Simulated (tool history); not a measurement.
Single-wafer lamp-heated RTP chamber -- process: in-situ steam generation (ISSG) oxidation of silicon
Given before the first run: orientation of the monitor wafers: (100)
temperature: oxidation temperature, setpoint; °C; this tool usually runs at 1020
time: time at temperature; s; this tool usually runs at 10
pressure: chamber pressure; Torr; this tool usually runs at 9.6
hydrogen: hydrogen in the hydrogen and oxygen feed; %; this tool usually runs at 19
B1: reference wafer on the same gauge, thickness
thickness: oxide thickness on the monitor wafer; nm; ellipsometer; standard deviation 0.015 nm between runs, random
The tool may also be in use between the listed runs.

{"run": 1, "hour": 0.0, "temperature": 1005, "time": 7, "pressure": 9.6, "hydrogen": 19, "B1": 4.91, "thickness": 3.574}
{"run": 2, "hour": 42.5, "temperature": 1005, "time": 7, "pressure": 9.6, "hydrogen": 19, "B1": 4.919, "thickness": 3.574}
{"hour": 69.3, "done": "pyrometer window cleaned and pyrometer calibrated"}
{"run": 3, "hour": 69.8, "temperature": 1020, "time": 10, "pressure": 9.6, "hydrogen": 19, "B1": 4.922, "thickness": 4.378}
{"run": 4, "hour": 95.9, "temperature": 1020, "time": 10, "pressure": 9.6, "hydrogen": 19, "B1": 4.928, "thickness": 4.402}
{"run": 5, "hour": 144.9, "temperature": 1020, "time": 10, "pressure": 9.6, "hydrogen": 19, "B1": 4.938, "thickness": 4.426}
{"run": 6, "hour": 195.0, "temperature": 1020, "time": 10, "pressure": 9.1, "hydrogen": 19, "B1": 4.948, "thickness": 4.452}
{"run": 7, "hour": 249.9, "temperature": 1020, "time": 10, "pressure": 9.1, "hydrogen": 19, "B1": 4.958, "thickness": 4.476}
{"run": 8, "hour": 283.6, "temperature": 1020, "time": 9, "pressure": 9.6, "hydrogen": 19, "B1": 4.964, "thickness": 4.241}
{"run": 9, "hour": 351.4, "temperature": 1020, "time": 10, "pressure": 9.6, "hydrogen": 19, "B1": 4.978, "thickness": 4.463}
{"hour": 375.7, "done": "pyrometer window cleaned and pyrometer calibrated"}
{"run": 10, "hour": 383.1, "temperature": 1020, "time": 10, "pressure": 9.6, "hydrogen": 19, "B1": 4.983, "thickness": 4.456}
{"run": 11, "hour": 447.6, "temperature": 1020, "time": 12, "pressure": 9.6, "hydrogen": 19, "B1": 4.996, "thickness": 4.843}
{"hour": 499.1, "done": "gauge calibrated"}
{"run": 12, "hour": 512.5, "temperature": 1020, "time": 10, "pressure": 9.6, "hydrogen": 19, "B1": 4.905, "thickness": 4.387}
{"run": 13, "hour": 569.2, "temperature": 1035, "time": 10, "pressure": 9.6, "hydrogen": 19, "B1": 4.917, "thickness": 4.657}
{"run": 14, "hour": 631.7, "temperature": 1020, "time": 10, "pressure": 9.6, "hydrogen": 11, "B1": 4.935, "thickness": 3.872}
{"run": 15, "hour": 655.8, "temperature": 1013, "time": 14, "pressure": 8.2, "hydrogen": 16, "B1": 4.934, "thickness": 4.85}
{"run": 16, "hour": 684.9, "temperature": 1020, "time": 13, "pressure": 9.6, "hydrogen": 19, "B1": 4.936, "thickness": 4.981}
{"hour": 695.1, "done": "pressure gauge zeroed"}
{"hour": 698.9, "done": "hydrogen flow controller replaced"}
{"hour": 744.1, "done": "pyrometer window cleaned and pyrometer calibrated"}
{"run": 17, "hour": 748.3, "temperature": 1020, "time": 10, "pressure": 9.6, "hydrogen": 27, "B1": 4.954, "thickness": 4.847}
{"run": 18, "hour": 778.9, "temperature": 1020, "time": 10, "pressure": 8.9, "hydrogen": 11, "B1": 4.959, "thickness": 3.931}
{"run": 19, "hour": 814.2, "temperature": 1020, "time": 10, "pressure": 9.6, "hydrogen": 19, "B1": 4.968, "thickness": 4.426}
{"run": 20, "hour": 885.7, "temperature": 1020, "time": 10, "pressure": 9.6, "hydrogen": 19, "B1": 4.981, "thickness": 4.46}
{"run": 21, "hour": 938.6, "temperature": 1036, "time": 10, "pressure": 8.2, "hydrogen": 11, "B1": 4.992, "thickness": 4.242}

The logged runs with the hidden state left out (each run's random variation unchanged):
What the log doesn't record here: true wafer temperature minus pyrometer reading, K; true pressure minus gauge reading, Torr; deviation of the hydrogen flow from its setpoint, %; gauge reads high (%).
run=1 thickness=3.567
run=2 thickness=3.562
run=3 thickness=4.358
run=4 thickness=4.377
run=5 thickness=4.393
run=6 thickness=4.410
run=7 thickness=4.424
run=8 thickness=4.186
run=9 thickness=4.393
run=10 thickness=4.381
run=11 thickness=4.749
run=12 thickness=4.380
run=13 thickness=4.639
run=14 thickness=3.848
run=15 thickness=4.814
run=16 thickness=4.939
run=17 thickness=4.794
run=18 thickness=3.883
run=19 thickness=4.366
run=20 thickness=4.388
run=21 thickness=4.164

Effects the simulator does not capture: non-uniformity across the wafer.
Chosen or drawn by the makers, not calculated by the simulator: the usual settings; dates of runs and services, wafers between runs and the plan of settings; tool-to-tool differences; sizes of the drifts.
